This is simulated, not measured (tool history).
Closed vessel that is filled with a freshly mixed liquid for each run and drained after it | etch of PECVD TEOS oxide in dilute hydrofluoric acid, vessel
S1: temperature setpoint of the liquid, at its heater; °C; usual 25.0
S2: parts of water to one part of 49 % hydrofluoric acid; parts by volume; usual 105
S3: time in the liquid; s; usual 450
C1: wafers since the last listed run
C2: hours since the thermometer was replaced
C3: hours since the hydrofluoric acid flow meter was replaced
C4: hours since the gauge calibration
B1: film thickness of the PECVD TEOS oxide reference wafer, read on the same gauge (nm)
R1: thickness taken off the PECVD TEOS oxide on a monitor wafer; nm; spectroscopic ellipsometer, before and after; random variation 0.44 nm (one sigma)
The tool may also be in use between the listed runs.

run,hour,S1,S2,S3,C1,C2,C3,C4,B1,R1
1,0.0,25.0,105,645,0,786.2,1125.0,974.9,116.78,70.03
# hour 21.6: thermometer replaced
2,61.4,25.0,105,450,3888,39.8,1186.4,1036.3,117.00,48.68
3,120.0,25.0,125,450,3772,98.4,1245.0,1094.9,117.17,40.03
4,173.5,25.0,125,450,3444,151.9,1298.5,1148.4,117.32,39.99
5,214.7,25.0,125,450,2652,193.1,1339.7,1189.6,117.33,40.15
6,253.1,25.0,105,595,2472,231.5,1378.1,1228.0,117.47,65.11
7,322.8,25.0,105,595,4487,301.2,1447.8,1297.7,117.62,65.66
8,360.3,25.0,105,595,2414,338.7,1485.3,1335.2,117.65,65.79
9,403.2,25.0,105,450,2761,381.6,1528.2,1378.1,117.76,49.27
10,470.4,25.0,105,450,4326,448.8,1595.4,1445.3,117.83,49.75
# hour 496.4: hydrofluoric acid flow meter replaced
11,533.9,25.0,105,450,4023,512.3,37.5,1508.8,117.89,49.41
12,578.9,25.0,105,450,2897,557.3,82.5,1553.8,117.95,49.26
# hour 733.7: gauge calibrated
13,760.2,25.0,105,450,11671,738.6,263.8,26.5,110.27,46.44
14,819.1,25.0,105,450,3791,797.5,322.7,85.4,111.00,46.11
15,854.1,25.0,105,450,2253,832.5,357.7,120.4,111.40,46.72
16,897.5,25.0,105,450,2794,875.9,401.1,163.8,111.85,46.71
17,928.1,29.5,105,450,1969,906.5,431.7,194.4,112.21,55.34
18,998.0,21.0,75,450,4500,976.4,501.6,264.3,112.84,58.86
# hour 1007.8: thermometer replaced
19,1036.9,27.5,105,220,2439,29.1,540.5,303.2,113.26,25.24
20,1093.6,21.0,75,450,3650,85.8,597.2,359.9,113.70,59.14
21,1125.3,23.0,145,450,2040,117.5,628.9,391.6,113.93,30.97
22,1154.5,21.5,105,450,1879,146.7,658.1,420.8,114.17,41.03
23,1211.9,20.5,105,350,3695,204.1,715.5,478.2,114.56,31.25
24,1253.3,25.0,105,450,2665,245.5,756.9,519.6,114.79,47.45
25,1279.0,27.0,105,290,1654,271.2,782.6,545.3,114.98,32.83
26,1340.4,28.5,105,450,3952,332.6,844.0,606.7,115.31,55.70
27,1381.8,29.0,135,280,2665,374.0,885.4,648.1,115.51,26.45
28,1438.5,25.0,105,450,3650,430.7,942.1,704.8,115.78,48.78
29,1465.6,22.0,90,450,1744,457.8,969.2,731.9,115.91,52.27
30,1490.9,25.0,105,450,1628,483.1,994.5,757.2,116.02,48.98
31,1560.0,25.0,105,450,4448,552.2,1063.6,826.3,116.31,48.16
32,1585.3,21.0,75,450,1628,577.5,1088.9,851.6,116.40,59.86
33,1644.8,27.0,130,450,3830,637.0,1148.4,911.1,116.58,41.02

How the hidden state differs across the entries between the runs, from the last listed run before each to the first after it:
Between runs 1 and 2: thermometer replaced (hour 21.6)
  gauge reads high (%): 6.21 -> 6.37
  measured less the result without the state, R1: +4.10 -> +2.92 nm
Between runs 10 and 11: hydrofluoric acid flow meter replaced (hour 496.4)
  gauge reads high (%): 7.12 -> 7.19
  measured less the result without the state, R1: +3.30 -> +3.31 nm
Between runs 12 and 13: gauge calibrated (hour 733.7)
  gauge reads high (%): 7.25 -> 0.217
  measured less the result without the state, R1: +3.33 -> +0.10 nm
Between runs 18 and 19: thermometer replaced (hour 1007.8)
  gauge reads high (%): 2.62 -> 2.93
  measured less the result without the state, R1: +1.51 -> +0.72 nm
